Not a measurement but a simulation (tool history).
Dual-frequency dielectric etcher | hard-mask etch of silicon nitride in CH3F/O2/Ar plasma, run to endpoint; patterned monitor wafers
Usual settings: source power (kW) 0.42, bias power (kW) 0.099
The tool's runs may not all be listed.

run,hour,source power (kW),bias power (kW),wafers since the last listed run,hours since the last wet clean,hours since the last source power generator calibration,hours since the last bias power generator calibration,hours since the last upper electrode change,"incoming incoming film thickness, nm",endpoint time (s)
1,0,0.42,0.083,0,185.7,2727.2,3594.8,5531.4,32.8,48.8
2,15.1,0.42,0.083,104,200.8,2742.3,3609.9,5546.5,32.54,48.4
3,41.8,0.42,0.083,184,227.5,2769,3636.6,5573.2,32.74,49.4
4,63.2,0.42,0.099,147,248.9,2790.4,3658,5594.6,32.19,46.6
5,92.8,0.42,0.099,204,278.5,2820,3687.6,5624.2,32.57,46
6,121.3,0.4,0.092,196,307,2848.5,3716.1,5652.7,32.35,47.7
7,153.7,0.4,0.092,223,339.4,2880.9,3748.5,5685.1,32.43,47.4
8,177,0.37,0.099,161,362.7,2904.2,3771.8,5708.4,32.49,48.1
# hour 188: source power generator calibrated
9,203.4,0.42,0.08,154,389.1,15.4,3798.2,5734.8,32.48,48.9
# hour 244.1: wet clean of the chamber
10,244.6,0.42,0.08,118,0.5,56.6,3839.4,5776,32.65,48.7
11,262.7,0.45,0.092,125,18.6,74.7,3857.5,5794.1,32.46,46.8
12,357.4,0.42,0.099,654,113.3,169.4,3952.2,5888.8,32.35,46
# hour 398.5: upper electrode replaced
13,399,0.5,0.106,121,154.9,211,3993.8,0.5,33.17,43.2
14,411.5,0.42,0.114,86,167.4,223.5,4006.3,13,32.39,44.6
15,427.6,0.42,0.099,111,183.5,239.6,4022.4,29.1,32.11,46.1
# hour 442.1: bias power generator calibrated
16,462.2,0.47,0.12,211,218.1,274.2,20.1,63.7,32.26,42.2
17,475.1,0.46,0.089,89,231,287.1,33,76.6,32.61,46.9
18,491,0.42,0.114,109,246.9,303,48.9,92.5,32.64,44.7
19,526.6,0.52,0.108,245,282.5,338.6,84.5,128.1,32.51,41.7
20,541.8,0.42,0.099,105,297.7,353.8,99.7,143.3,32.56,46.4
21,565.2,0.46,0.08,161,321.1,377.2,123.1,166.7,32.6,47.1

The tool's hidden state at each run:
etch rate over this chamber's usual, %: 0 in every run
source power that arrives over what is set, %: 0 in every run
bias power that arrives over what is set, %: 0 in every run

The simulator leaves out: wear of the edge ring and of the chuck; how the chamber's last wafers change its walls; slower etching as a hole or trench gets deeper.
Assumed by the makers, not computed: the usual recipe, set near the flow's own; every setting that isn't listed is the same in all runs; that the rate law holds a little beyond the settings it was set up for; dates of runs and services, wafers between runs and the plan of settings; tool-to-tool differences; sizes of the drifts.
